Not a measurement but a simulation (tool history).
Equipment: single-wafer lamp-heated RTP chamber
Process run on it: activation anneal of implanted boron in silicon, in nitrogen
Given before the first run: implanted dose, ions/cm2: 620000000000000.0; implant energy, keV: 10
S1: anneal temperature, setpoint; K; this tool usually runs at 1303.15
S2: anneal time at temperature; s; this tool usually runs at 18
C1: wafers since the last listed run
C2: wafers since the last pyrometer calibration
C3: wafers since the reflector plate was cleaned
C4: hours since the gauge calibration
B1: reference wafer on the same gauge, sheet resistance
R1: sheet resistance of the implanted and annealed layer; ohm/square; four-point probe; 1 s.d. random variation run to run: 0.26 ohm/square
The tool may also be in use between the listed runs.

| run | hour | S1 | S2 | C1 | C2 | C3 | C4 | B1 | R1 |
|---|---|---|---|---|---|---|---|---|---|
| 1 | 0 | 1303.15 | 11 | 0 | 1426 | 623 | 86.6 | 191.95 | 176.53 |
| 2 | 13 | 1303.15 | 11 | 218 | 1644 | 841 | 99.6 | 191.78 | 175.82 |
| 3 | 25.9 | 1289.15 | 18 | 216 | 1861 | 1057 | 112.5 | 191.75 | 175.98 |
| 4 | 32.8 | 1289.15 | 18 | 115 | 1977 | 1173 | 119.4 | 191.79 | 175.91 |
| 5 | 39.1 | 1303.15 | 10 | 105 | 2082 | 1279 | 125.7 | 191.63 | 175.85 |
| 6 | 55.7 | 1303.15 | 18 | 278 | 2361 | 1557 | 142.3 | 191.61 | 174.82 |
| 7 | 72.3 | 1303.15 | 18 | 278 | 2639 | 1836 | 158.9 | 191.55 | 174.78 |
| 8 | 83.8 | 1303.15 | 18 | 192 | 2832 | 2029 | 170.4 | 191.42 | 174.64 |
| 9 | 97.6 | 1319.15 | 18 | 231 | 3063 | 2260 | 184.2 | 191.26 | 173.53 |
| 10 | 114.6 | 1319.15 | 18 | 285 | 3349 | 2545 | 201.2 | 191.16 | 173.29 |
| 11 | 131.6 | 1311.15 | 18 | 285 | 3634 | 2830 | 218.2 | 191.05 | 173.91 |
| 12 | 137.7 | 1311.15 | 18 | 102 | 3736 | 2933 | 224.3 | 190.92 | 174.42 |
| 13 | 165.3 | 1311.15 | 18 | 462 | 4199 | 3395 | 251.9 | 190.73 | 173.42 |
| 14 | 178.5 | 1289.15 | 13 | 221 | 4420 | 3617 | 265.1 | 190.69 | 176.04 |
| 15 | 190.9 | 1289.15 | 13 | 207 | 4628 | 3825 | 277.5 | 190.59 | 175.35 |
| 16 | 197.7 | 1303.15 | 18 | 114 | 4742 | 3939 | 284.3 | 190.6 | 173.69 |
| 17 | 205.8 | 1303.15 | 18 | 135 | 4878 | 4075 | 292.4 | 190.41 | 173.89 |
| 18 | 222.3 | 1303.15 | 18 | 276 | 5155 | 4352 | 308.9 | 190.19 | 173.62 |
|  | 230.8 | reflector plate cleaned |
| 19 | 238.1 | 1303.15 | 12 | 130 | 5286 | 122 | 324.7 | 189.94 | 173.96 |
| 20 | 246.1 | 1326.15 | 21 | 134 | 5420 | 256 | 332.7 | 189.82 | 171.54 |
| 21 | 253.1 | 1333.15 | 18 | 117 | 5537 | 373 | 339.7 | 189.88 | 171.68 |
|  | 255.9 | gauge calibrated |
| 22 | 261.6 | 1303.15 | 27 | 142 | 5680 | 516 | 5.7 | 192.02 | 174.2 |
| 23 | 283.9 | 1324.15 | 21 | 374 | 6054 | 890 | 28 | 191.93 | 174.16 |
| 24 | 319.2 | 1332.15 | 18 | 592 | 6646 | 1482 | 63.3 | 192.09 | 173.36 |
| 25 | 329.6 | 1303.15 | 8 | 174 | 6821 | 1656 | 73.7 | 191.83 | 175.95 |
| 26 | 343.5 | 1303.15 | 18 | 233 | 7054 | 1890 | 87.6 | 191.87 | 175.17 |
| 27 | 354.6 | 1274.15 | 18 | 186 | 7240 | 2076 | 98.7 | 191.88 | 178.46 |
|  | 383.2 | pyrometer window cleaned and pyrometer calibrated |
| 28 | 401.1 | 1320.15 | 18 | 645 | 299 | 2722 | 145.2 | 191.59 | 173.48 |
| 29 | 412.7 | 1332.15 | 18 | 194 | 494 | 2916 | 156.8 | 191.57 | 172.87 |
| 30 | 428.7 | 1289.15 | 26 | 268 | 762 | 3184 | 172.8 | 191.51 | 174.78 |
| 31 | 437.7 | 1293.15 | 13 | 150 | 913 | 3335 | 181.8 | 191.41 | 175.84 |
| 32 | 446.2 | 1303.15 | 18 | 142 | 1056 | 3478 | 190.3 | 191.39 | 174.65 |
| 33 | 459.7 | 1284.15 | 11 | 226 | 1282 | 3704 | 203.8 | 191.31 | 177.24 |
| 34 | 474.3 | 1295.15 | 15 | 244 | 1527 | 3949 | 218.4 | 191.11 | 175.66 |
|  | 484 | reflector plate cleaned |
| 35 | 490.5 | 1314.15 | 15 | 137 | 1665 | 109 | 234.6 | 191 | 174.05 |
| 36 | 508.4 | 1281.15 | 18 | 300 | 1965 | 409 | 252.5 | 190.93 | 176.39 |
| 37 | 516.4 | 1327.15 | 18 | 134 | 2099 | 543 | 260.5 | 190.83 | 172.93 |
| 38 | 524.2 | 1285.15 | 18 | 130 | 2230 | 674 | 268.3 | 190.8 | 175.18 |

Take each entry between the runs: how does the hidden state at the last listed run before it differ from the hidden state at the first listed run after it?
Logged between run 18 and run 19: reflector plate cleaned (hour 230.8)
  gauge reads high (%): -0.933 -> -1.03
  difference, measured minus the result without the unlogged condition, R1: -1.64 -> -1.81 ohm/square
Logged between run 21 and run 22: gauge calibrated (hour 255.9)
  gauge reads high (%): -1.13 -> 0.0443
  difference, measured minus the result without the unlogged condition, R1: -1.96 -> +0.08 ohm/square
Logged between run 27 and run 28: pyrometer window cleaned and pyrometer calibrated (hour 383.2)
  gauge reads high (%): -0.0495 -> -0.159
  difference, measured minus the result without the unlogged condition, R1: -0.09 -> -0.28 ohm/square
Logged between run 34 and run 35: reflector plate cleaned (hour 484)
  gauge reads high (%): -0.416 -> -0.487
  difference, measured minus the result without the unlogged condition, R1: -0.73 -> -0.85 ohm/square

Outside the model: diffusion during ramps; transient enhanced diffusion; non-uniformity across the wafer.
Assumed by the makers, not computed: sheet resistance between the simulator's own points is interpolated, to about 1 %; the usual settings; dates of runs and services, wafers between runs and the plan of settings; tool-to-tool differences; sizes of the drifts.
